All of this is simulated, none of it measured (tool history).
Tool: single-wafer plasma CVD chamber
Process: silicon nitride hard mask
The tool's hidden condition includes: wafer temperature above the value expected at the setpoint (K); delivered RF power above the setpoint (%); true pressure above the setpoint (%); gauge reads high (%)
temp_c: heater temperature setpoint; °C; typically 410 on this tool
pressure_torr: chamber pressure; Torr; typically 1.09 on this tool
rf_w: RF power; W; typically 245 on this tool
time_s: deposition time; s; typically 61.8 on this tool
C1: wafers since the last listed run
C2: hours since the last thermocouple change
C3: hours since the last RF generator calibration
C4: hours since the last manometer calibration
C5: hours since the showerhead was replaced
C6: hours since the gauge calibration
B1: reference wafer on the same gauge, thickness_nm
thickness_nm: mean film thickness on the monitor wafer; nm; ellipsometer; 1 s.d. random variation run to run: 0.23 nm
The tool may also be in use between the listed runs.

{"run": 1, "hour": 0.0, "temp_c": 410, "pressure_torr": 1.09, "rf_w": 245, "time_s": 61.8, "C1": 0, "C2": 2609.0, "C3": 263.3, "C4": 423.6, "C5": 3941.5, "C6": 416.0, "B1": 49.873, "thickness_nm": 50.94}
{"run": 2, "hour": 18.5, "temp_c": 410, "pressure_torr": 1.09, "rf_w": 245, "time_s": 61.8, "C1": 241, "C2": 2627.5, "C3": 281.8, "C4": 442.1, "C5": 3960.0, "C6": 434.5, "B1": 49.853, "thickness_nm": 50.834}
{"run": 3, "hour": 48.2, "temp_c": 410, "pressure_torr": 1.09, "rf_w": 245, "time_s": 56.6, "C1": 387, "C2": 2657.2, "C3": 311.5, "C4": 471.8, "C5": 3989.7, "C6": 464.2, "B1": 49.91, "thickness_nm": 46.692}
{"run": 4, "hour": 75.5, "temp_c": 410, "pressure_torr": 1.09, "rf_w": 245, "time_s": 56.6, "C1": 355, "C2": 2684.5, "C3": 338.8, "C4": 499.1, "C5": 4017.0, "C6": 491.5, "B1": 49.866, "thickness_nm": 46.11}
{"run": 5, "hour": 93.7, "temp_c": 410, "pressure_torr": 1.09, "rf_w": 245, "time_s": 56.6, "C1": 237, "C2": 2702.7, "C3": 357.0, "C4": 517.3, "C5": 4035.2, "C6": 509.7, "B1": 49.878, "thickness_nm": 46.199}
{"hour": 117.2, "done": "gauge calibrated"}
{"run": 6, "hour": 133.1, "temp_c": 422, "pressure_torr": 1.09, "rf_w": 245, "time_s": 61.8, "C1": 513, "C2": 2742.1, "C3": 396.4, "C4": 556.7, "C5": 4074.6, "C6": 15.9, "B1": 49.861, "thickness_nm": 50.347}
{"run": 7, "hour": 164.4, "temp_c": 410, "pressure_torr": 1.09, "rf_w": 245, "time_s": 54.3, "C1": 407, "C2": 2773.4, "C3": 427.7, "C4": 588.0, "C5": 4105.9, "C6": 47.2, "B1": 49.974, "thickness_nm": 44.195}
{"run": 8, "hour": 198.5, "temp_c": 410, "pressure_torr": 1.09, "rf_w": 245, "time_s": 54.3, "C1": 444, "C2": 2807.5, "C3": 461.8, "C4": 622.1, "C5": 4140.0, "C6": 81.3, "B1": 49.898, "thickness_nm": 44.291}
{"run": 9, "hour": 278.4, "temp_c": 410, "pressure_torr": 1.09, "rf_w": 245, "time_s": 61.8, "C1": 1041, "C2": 2887.4, "C3": 541.7, "C4": 702.0, "C5": 4219.9, "C6": 161.2, "B1": 49.803, "thickness_nm": 50.327}
{"run": 10, "hour": 306.4, "temp_c": 410, "pressure_torr": 1.09, "rf_w": 245, "time_s": 61.8, "C1": 364, "C2": 2915.4, "C3": 569.7, "C4": 730.0, "C5": 4247.9, "C6": 189.2, "B1": 49.854, "thickness_nm": 50.21}
{"run": 11, "hour": 318.7, "temp_c": 410, "pressure_torr": 1.09, "rf_w": 245, "time_s": 61.8, "C1": 160, "C2": 2927.7, "C3": 582.0, "C4": 742.3, "C5": 4260.2, "C6": 201.5, "B1": 49.868, "thickness_nm": 50.144}
{"hour": 344.8, "done": "thermocouple changed; heater temperature recalibrated"}
{"run": 12, "hour": 347.7, "temp_c": 410, "pressure_torr": 1.09, "rf_w": 245, "time_s": 61.8, "C1": 273, "C2": 2.9, "C3": 611.0, "C4": 771.3, "C5": 4289.2, "C6": 230.5, "B1": 49.929, "thickness_nm": 50.53}
{"run": 13, "hour": 373.2, "temp_c": 410, "pressure_torr": 1.09, "rf_w": 245, "time_s": 61.8, "C1": 332, "C2": 28.4, "C3": 636.5, "C4": 796.8, "C5": 4314.7, "C6": 256.0, "B1": 49.934, "thickness_nm": 50.302}
{"run": 14, "hour": 397.6, "temp_c": 410, "pressure_torr": 1.09, "rf_w": 245, "time_s": 61.8, "C1": 318, "C2": 52.8, "C3": 660.9, "C4": 821.2, "C5": 4339.1, "C6": 280.4, "B1": 49.861, "thickness_nm": 50.551}
{"hour": 446.4, "done": "RF generator calibrated"}
{"run": 15, "hour": 502.9, "temp_c": 417, "pressure_torr": 1.33, "rf_w": 245, "time_s": 53.0, "C1": 1268, "C2": 158.1, "C3": 56.5, "C4": 926.5, "C5": 4444.4, "C6": 385.7, "B1": 49.843, "thickness_nm": 46.94}
{"run": 16, "hour": 522.5, "temp_c": 405, "pressure_torr": 1.27, "rf_w": 290, "time_s": 74.1, "C1": 255, "C2": 177.7, "C3": 76.1, "C4": 946.1, "C5": 4464.0, "C6": 405.3, "B1": 49.903, "thickness_nm": 70.143}
{"run": 17, "hour": 542.3, "temp_c": 416, "pressure_torr": 1.09, "rf_w": 200, "time_s": 51.0, "C1": 258, "C2": 197.5, "C3": 95.9, "C4": 965.9, "C5": 4483.8, "C6": 425.1, "B1": 49.95, "thickness_nm": 38.752}
{"run": 18, "hour": 558.7, "temp_c": 405, "pressure_torr": 1.34, "rf_w": 230, "time_s": 50.2, "C1": 213, "C2": 213.9, "C3": 112.3, "C4": 982.3, "C5": 4500.2, "C6": 441.5, "B1": 49.965, "thickness_nm": 43.178}
{"hour": 568.2, "done": "showerhead replaced"}
{"run": 19, "hour": 587.2, "temp_c": 410, "pressure_torr": 1.09, "rf_w": 245, "time_s": 61.8, "C1": 267, "C2": 242.4, "C3": 140.8, "C4": 1010.8, "C5": 19.0, "C6": 470.0, "B1": 50.01, "thickness_nm": 51.739}
{"hour": 601.7, "done": "capacitance manometer re-zeroed and calibrated"}
{"run": 20, "hour": 607.0, "temp_c": 420, "pressure_torr": 0.86, "rf_w": 275, "time_s": 61.8, "C1": 153, "C2": 262.2, "C3": 160.6, "C4": 5.3, "C5": 38.8, "C6": 489.8, "B1": 49.907, "thickness_nm": 50.83}
{"run": 21, "hour": 640.1, "temp_c": 397, "pressure_torr": 1.09, "rf_w": 245, "time_s": 58.0, "C1": 431, "C2": 295.3, "C3": 193.7, "C4": 38.4, "C5": 71.9, "C6": 522.9, "B1": 49.946, "thickness_nm": 48.521}
{"hour": 654.4, "done": "gauge calibrated"}
{"run": 22, "hour": 668.6, "temp_c": 410, "pressure_torr": 1.09, "rf_w": 245, "time_s": 61.8, "C1": 371, "C2": 323.8, "C3": 222.2, "C4": 66.9, "C5": 100.4, "C6": 14.2, "B1": 49.909, "thickness_nm": 51.268}
{"run": 23, "hour": 687.6, "temp_c": 410, "pressure_torr": 0.88, "rf_w": 200, "time_s": 61.8, "C1": 247, "C2": 342.8, "C3": 241.2, "C4": 85.9, "C5": 119.4, "C6": 33.2, "B1": 49.891, "thickness_nm": 43.215}
{"run": 24, "hour": 703.5, "temp_c": 410, "pressure_torr": 0.95, "rf_w": 195, "time_s": 73.4, "C1": 207, "C2": 358.7, "C3": 257.1, "C4": 101.8, "C5": 135.3, "C6": 49.1, "B1": 49.853, "thickness_nm": 52.335}
{"run": 25, "hour": 721.6, "temp_c": 410, "pressure_torr": 1.09, "rf_w": 245, "time_s": 61.8, "C1": 235, "C2": 376.8, "C3": 275.2, "C4": 119.9, "C5": 153.4, "C6": 67.2, "B1": 49.893, "thickness_nm": 50.974}
{"run": 26, "hour": 754.1, "temp_c": 410, "pressure_torr": 1.09, "rf_w": 220, "time_s": 51.2, "C1": 423, "C2": 409.3, "C3": 307.7, "C4": 152.4, "C5": 185.9, "C6": 99.7, "B1": 49.917, "thickness_nm": 39.832}
{"run": 27, "hour": 767.7, "temp_c": 405, "pressure_torr": 0.98, "rf_w": 235, "time_s": 61.8, "C1": 177, "C2": 422.9, "C3": 321.3, "C4": 166.0, "C5": 199.5, "C6": 113.3, "B1": 49.866, "thickness_nm": 48.202}
{"run": 28, "hour": 819.9, "temp_c": 403, "pressure_torr": 1.09, "rf_w": 265, "time_s": 65.5, "C1": 680, "C2": 475.1, "C3": 373.5, "C4": 218.2, "C5": 251.7, "C6": 165.5, "B1": 49.834, "thickness_nm": 56.183}
{"run": 29, "hour": 836.1, "temp_c": 410, "pressure_torr": 1.09, "rf_w": 245, "time_s": 61.8, "C1": 211, "C2": 491.3, "C3": 389.7, "C4": 234.4, "C5": 267.9, "C6": 181.7, "B1": 49.881, "thickness_nm": 50.798}
{"run": 30, "hour": 851.3, "temp_c": 410, "pressure_torr": 1.09, "rf_w": 245, "time_s": 61.8, "C1": 198, "C2": 506.5, "C3": 404.9, "C4": 249.6, "C5": 283.1, "C6": 196.9, "B1": 49.932, "thickness_nm": 50.968}

For each run, what was the tool's unlogged condition?
wafer temperature above the value expected at the setpoint (K): 0 on each run
true pressure above the setpoint (%): 0 on each run
gauge reads high (%): 0 on each run
H1: delivered RF power above the setpoint (%)
run=1 H1=-6.18
run=2 H1=-6.39
run=3 H1=-6.7
run=4 H1=-6.95
run=5 H1=-7.11
run=6 H1=-7.42
run=7 H1=-7.63
run=8 H1=-7.84
run=9 H1=-8.23
run=10 H1=-8.35
run=11 H1=-8.39
run=12 H1=-8.49
run=13 H1=-8.58
run=14 H1=-8.65
run=15 H1=-2.01
run=16 H1=-2.48
run=17 H1=-2.92
run=18 H1=-3.27
run=19 H1=-3.82
run=20 H1=-4.17
run=21 H1=-4.7
run=22 H1=-5.11
run=23 H1=-5.36
run=24 H1=-5.56
run=25 H1=-5.77
run=26 H1=-6.12
run=27 H1=-6.25
run=28 H1=-6.7
run=29 H1=-6.83
run=30 H1=-6.94

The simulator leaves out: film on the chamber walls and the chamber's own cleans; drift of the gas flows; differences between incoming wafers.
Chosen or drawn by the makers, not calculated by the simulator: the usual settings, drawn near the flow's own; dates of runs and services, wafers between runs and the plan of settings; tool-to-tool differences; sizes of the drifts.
